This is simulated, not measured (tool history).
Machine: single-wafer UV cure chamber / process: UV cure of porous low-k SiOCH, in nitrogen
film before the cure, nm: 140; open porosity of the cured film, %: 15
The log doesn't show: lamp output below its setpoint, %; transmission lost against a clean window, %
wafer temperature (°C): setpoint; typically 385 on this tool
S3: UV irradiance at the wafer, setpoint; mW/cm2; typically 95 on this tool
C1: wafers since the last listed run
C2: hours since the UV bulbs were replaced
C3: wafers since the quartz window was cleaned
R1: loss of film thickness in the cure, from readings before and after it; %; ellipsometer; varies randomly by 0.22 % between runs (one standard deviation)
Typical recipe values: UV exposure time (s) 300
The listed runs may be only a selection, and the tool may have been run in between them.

{"run": 1, "day": 0.0, "wafer temperature (°C)": 385, "UV exposure time (s)": 300, "S3": 95, "C1": 0, "C2": 1750.4, "C3": 2125, "R1": 12.426}
{"run": 2, "day": 2.004, "wafer temperature (°C)": 385, "UV exposure time (s)": 300, "S3": 95, "C1": 170, "C2": 1798.5, "C3": 2295, "R1": 12.571}
{"run": 3, "day": 4.404, "wafer temperature (°C)": 385, "UV exposure time (s)": 300, "S3": 95, "C1": 203, "C2": 1856.1, "C3": 2499, "R1": 12.663}
{"run": 4, "day": 6.475, "wafer temperature (°C)": 385, "UV exposure time (s)": 300, "S3": 95, "C1": 175, "C2": 1905.8, "C3": 2675, "R1": 12.306}
{"run": 5, "day": 9.529, "wafer temperature (°C)": 385, "UV exposure time (s)": 300, "S3": 95, "C1": 259, "C2": 1979.1, "C3": 2934, "R1": 12.149}
{"run": 6, "day": 13.121, "wafer temperature (°C)": 385, "UV exposure time (s)": 300, "S3": 95, "C1": 305, "C2": 2065.3, "C3": 3239, "R1": 12.283}
{"run": 7, "day": 17.508, "wafer temperature (°C)": 385, "UV exposure time (s)": 215, "S3": 95, "C1": 372, "C2": 2170.6, "C3": 3612, "R1": 10.962}
{"day": 21.462, "done": "quartz window cleaned"}
{"run": 8, "day": 28.875, "wafer temperature (°C)": 400, "UV exposure time (s)": 300, "S3": 63, "C1": 937, "C2": 2443.4, "C3": 629, "R1": 10.832}
{"day": 31.621, "done": "UV bulbs replaced"}
{"run": 9, "day": 32.229, "wafer temperature (°C)": 377, "UV exposure time (s)": 300, "S3": 58, "C1": 256, "C2": 14.6, "C3": 886, "R1": 9.879}
{"run": 10, "day": 34.167, "wafer temperature (°C)": 385, "UV exposure time (s)": 300, "S3": 80, "C1": 164, "C2": 61.1, "C3": 1050, "R1": 11.589}
{"run": 11, "day": 37.288, "wafer temperature (°C)": 395, "UV exposure time (s)": 130, "S3": 109, "C1": 265, "C2": 136, "C3": 1315, "R1": 9.437}
{"run": 12, "day": 41.5, "wafer temperature (°C)": 385, "UV exposure time (s)": 300, "S3": 95, "C1": 357, "C2": 237.1, "C3": 1673, "R1": 12.435}
{"run": 13, "day": 44.154, "wafer temperature (°C)": 385, "UV exposure time (s)": 300, "S3": 95, "C1": 225, "C2": 300.8, "C3": 1899, "R1": 12.595}
{"run": 14, "day": 46.792, "wafer temperature (°C)": 385, "UV exposure time (s)": 300, "S3": 95, "C1": 224, "C2": 364.1, "C3": 2123, "R1": 12.394}

Give the tool's hidden conditions for every run:
lamp output below its setpoint, %: 0 across all the runs
transmission lost against a clean window, %: 0 across all the runs
